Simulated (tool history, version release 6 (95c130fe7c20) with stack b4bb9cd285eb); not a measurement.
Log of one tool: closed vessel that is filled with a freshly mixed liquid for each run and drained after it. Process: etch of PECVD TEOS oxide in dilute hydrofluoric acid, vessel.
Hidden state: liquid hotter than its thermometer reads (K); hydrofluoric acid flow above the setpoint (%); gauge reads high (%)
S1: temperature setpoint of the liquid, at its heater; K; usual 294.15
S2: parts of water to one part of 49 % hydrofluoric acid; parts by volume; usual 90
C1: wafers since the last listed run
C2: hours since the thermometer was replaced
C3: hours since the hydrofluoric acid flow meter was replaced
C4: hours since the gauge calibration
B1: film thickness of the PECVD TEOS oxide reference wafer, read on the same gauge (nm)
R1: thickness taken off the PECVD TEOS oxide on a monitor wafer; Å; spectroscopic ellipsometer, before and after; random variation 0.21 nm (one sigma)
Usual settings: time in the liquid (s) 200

{"run": 1, "hour": 0.0, "S1": 294.15, "S2": 90, "time in the liquid (s)": 200, "C1": 0, "C2": 1527.1, "C3": 1577.7, "C4": 356.8, "B1": 129.99, "R1": 556.4}
{"run": 2, "hour": 26.9, "S1": 294.15, "S2": 90, "time in the liquid (s)": 200, "C1": 3290, "C2": 1554, "C3": 1604.6, "C4": 383.7, "B1": 130.01, "R1": 559.1}
{"run": 3, "hour": 44.3, "S1": 294.15, "S2": 120, "time in the liquid (s)": 200, "C1": 2128, "C2": 1571.4, "C3": 1622, "C4": 401.1, "B1": 130, "R1": 404.6}
{"run": 4, "hour": 73.0, "S1": 294.15, "S2": 65, "time in the liquid (s)": 200, "C1": 3510, "C2": 1600.1, "C3": 1650.7, "C4": 429.8, "B1": 129.98, "R1": 794.2}
{"run": 5, "hour": 87.9, "S1": 294.15, "S2": 65, "time in the liquid (s)": 200, "C1": 1822, "C2": 1615, "C3": 1665.6, "C4": 444.7, "B1": 130, "R1": 797.4}
{"run": 6, "hour": 107.5, "S1": 294.15, "S2": 65, "time in the liquid (s)": 200, "C1": 2397, "C2": 1634.6, "C3": 1685.2, "C4": 464.3, "B1": 130, "R1": 797.3}
{"run": 7, "hour": 124.9, "S1": 292.65, "S2": 70, "time in the liquid (s)": 200, "C1": 2128, "C2": 1652, "C3": 1702.6, "C4": 481.7, "B1": 129.98, "R1": 692.4}
{"run": 8, "hour": 152.5, "S1": 292.65, "S2": 70, "time in the liquid (s)": 200, "C1": 3375, "C2": 1679.6, "C3": 1730.2, "C4": 509.3, "B1": 129.99, "R1": 695}
{"run": 9, "hour": 184.8, "S1": 292.65, "S2": 70, "time in the liquid (s)": 200, "C1": 3950, "C2": 1711.9, "C3": 1762.5, "C4": 541.6, "B1": 130, "R1": 692.9}
{"hour": 192.6, "done": "gauge calibrated"}
{"run": 10, "hour": 209.1, "S1": 297.65, "S2": 120, "time in the liquid (s)": 200, "C1": 2972, "C2": 1736.2, "C3": 1786.8, "C4": 16.5, "B1": 130, "R1": 465.7}
{"run": 11, "hour": 233.9, "S1": 294.15, "S2": 90, "time in the liquid (s)": 120, "C1": 3033, "C2": 1761, "C3": 1811.6, "C4": 41.3, "B1": 130, "R1": 335.2}

The next listed run, before its measurement:
{"run": 12, "hour": 250.2, "S1": 294.15, "S2": 115, "time in the liquid (s)": 255, "C1": 1993, "C2": 1777.3, "C3": 1827.9, "C4": 57.6, "B1": "?", "R1": "?"}

B1: 129.99
R1: 544.4 Å
Without the tool's hidden state the same run would have given R1 506.4 Å.
